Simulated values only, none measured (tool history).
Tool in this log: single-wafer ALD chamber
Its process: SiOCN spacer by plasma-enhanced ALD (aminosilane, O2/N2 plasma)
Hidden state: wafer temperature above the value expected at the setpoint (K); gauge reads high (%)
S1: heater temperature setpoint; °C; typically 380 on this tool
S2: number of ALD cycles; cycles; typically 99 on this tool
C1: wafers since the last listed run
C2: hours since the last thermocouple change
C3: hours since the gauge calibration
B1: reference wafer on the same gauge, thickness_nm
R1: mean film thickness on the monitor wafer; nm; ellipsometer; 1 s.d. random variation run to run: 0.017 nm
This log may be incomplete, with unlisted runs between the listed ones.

{"run": 1, "hour": 0.0, "S1": 380, "S2": 99, "C1": 0, "C2": 1861.1, "C3": 0.7, "B1": 6.898, "R1": 6.642}
{"run": 2, "hour": 47.5, "S1": 380, "S2": 99, "C1": 110, "C2": 1908.6, "C3": 48.2, "B1": 6.893, "R1": 6.601}
{"run": 3, "hour": 138.9, "S1": 380, "S2": 99, "C1": 212, "C2": 2000.0, "C3": 139.6, "B1": 6.864, "R1": 6.568}
{"run": 4, "hour": 184.9, "S1": 380, "S2": 92, "C1": 106, "C2": 2046.0, "C3": 185.6, "B1": 6.854, "R1": 6.114}
{"run": 5, "hour": 235.7, "S1": 380, "S2": 92, "C1": 118, "C2": 2096.8, "C3": 236.4, "B1": 6.834, "R1": 6.088}
{"run": 6, "hour": 300.0, "S1": 380, "S2": 92, "C1": 149, "C2": 2161.1, "C3": 300.7, "B1": 6.835, "R1": 6.092}
{"run": 7, "hour": 392.2, "S1": 371, "S2": 99, "C1": 214, "C2": 2253.3, "C3": 392.9, "B1": 6.825, "R1": 6.527}
{"run": 8, "hour": 441.2, "S1": 371, "S2": 99, "C1": 113, "C2": 2302.3, "C3": 441.9, "B1": 6.818, "R1": 6.52}
{"run": 9, "hour": 532.4, "S1": 371, "S2": 99, "C1": 212, "C2": 2393.5, "C3": 533.1, "B1": 6.806, "R1": 6.534}
{"run": 10, "hour": 568.7, "S1": 380, "S2": 99, "C1": 84, "C2": 2429.8, "C3": 569.4, "B1": 6.809, "R1": 6.507}
{"run": 11, "hour": 765.3, "S1": 380, "S2": 99, "C1": 457, "C2": 2626.4, "C3": 766.0, "B1": 6.79, "R1": 6.525}
{"run": 12, "hour": 817.8, "S1": 380, "S2": 99, "C1": 122, "C2": 2678.9, "C3": 818.5, "B1": 6.787, "R1": 6.515}
{"run": 13, "hour": 863.4, "S1": 380, "S2": 99, "C1": 106, "C2": 2724.5, "C3": 864.1, "B1": 6.786, "R1": 6.516}
{"hour": 912.5, "done": "gauge calibrated"}
{"run": 14, "hour": 925.6, "S1": 380, "S2": 99, "C1": 144, "C2": 2786.7, "C3": 13.1, "B1": 6.9, "R1": 6.597}
{"run": 15, "hour": 1018.2, "S1": 380, "S2": 85, "C1": 215, "C2": 2879.3, "C3": 105.7, "B1": 6.86, "R1": 5.642}
{"run": 16, "hour": 1084.0, "S1": 387, "S2": 99, "C1": 153, "C2": 2945.1, "C3": 171.5, "B1": 6.853, "R1": 6.581}
{"hour": 1116.3, "done": "thermocouple changed; heater temperature recalibrated"}
{"run": 17, "hour": 1141.3, "S1": 371, "S2": 83, "C1": 114, "C2": 25.0, "C3": 228.8, "B1": 6.842, "R1": 5.498}
{"run": 18, "hour": 1185.4, "S1": 389, "S2": 108, "C1": 102, "C2": 69.1, "C3": 272.9, "B1": 6.835, "R1": 7.137}
{"run": 19, "hour": 1267.4, "S1": 380, "S2": 99, "C1": 190, "C2": 151.1, "C3": 354.9, "B1": 6.823, "R1": 6.529}
{"run": 20, "hour": 1332.9, "S1": 380, "S2": 99, "C1": 152, "C2": 216.6, "C3": 420.4, "B1": 6.821, "R1": 6.543}
{"run": 21, "hour": 1433.3, "S1": 380, "S2": 99, "C1": 233, "C2": 317.0, "C3": 520.8, "B1": 6.807, "R1": 6.541}
{"run": 22, "hour": 1490.0, "S1": 368, "S2": 85, "C1": 131, "C2": 373.7, "C3": 577.5, "B1": 6.801, "R1": 5.591}
{"run": 23, "hour": 1548.7, "S1": 395, "S2": 85, "C1": 136, "C2": 432.4, "C3": 636.2, "B1": 6.801, "R1": 5.591}
{"run": 24, "hour": 1650.1, "S1": 385, "S2": 99, "C1": 235, "C2": 533.8, "C3": 737.6, "B1": 6.793, "R1": 6.521}
{"run": 25, "hour": 1733.1, "S1": 388, "S2": 99, "C1": 193, "C2": 616.8, "C3": 820.6, "B1": 6.789, "R1": 6.515}
{"run": 26, "hour": 1777.1, "S1": 380, "S2": 82, "C1": 102, "C2": 660.8, "C3": 864.6, "B1": 6.784, "R1": 5.384}

Forecast each of these 4 alternatives for the next run:
{"run": "A", "hour": 1777.7, "S1": 380, "S2": 99, "C1": 1, "C2": 661.4, "C3": 865.2, "B1": "?", "R1": "?"}
{"run": "B", "hour": 1777.7, "S1": 369, "S2": 106, "C1": 1, "C2": 661.4, "C3": 865.2, "B1": "?", "R1": "?"}
{"run": "C", "hour": 1777.7, "S1": 392, "S2": 85, "C1": 1, "C2": 661.4, "C3": 865.2, "B1": "?", "R1": "?"}
{"run": "D", "hour": 1777.7, "S1": 386, "S2": 105, "C1": 1, "C2": 661.4, "C3": 865.2, "B1": "?", "R1": "?"}

run=A B1=6.789 R1=6.519
run=B B1=6.789 R1=6.980
run=C B1=6.789 R1=5.597
run=D B1=6.789 R1=6.914
Without the tool's hidden state the same runs would have given:
run=A R1=6.627
run=B R1=7.095
run=C R1=5.690
run=D R1=7.028
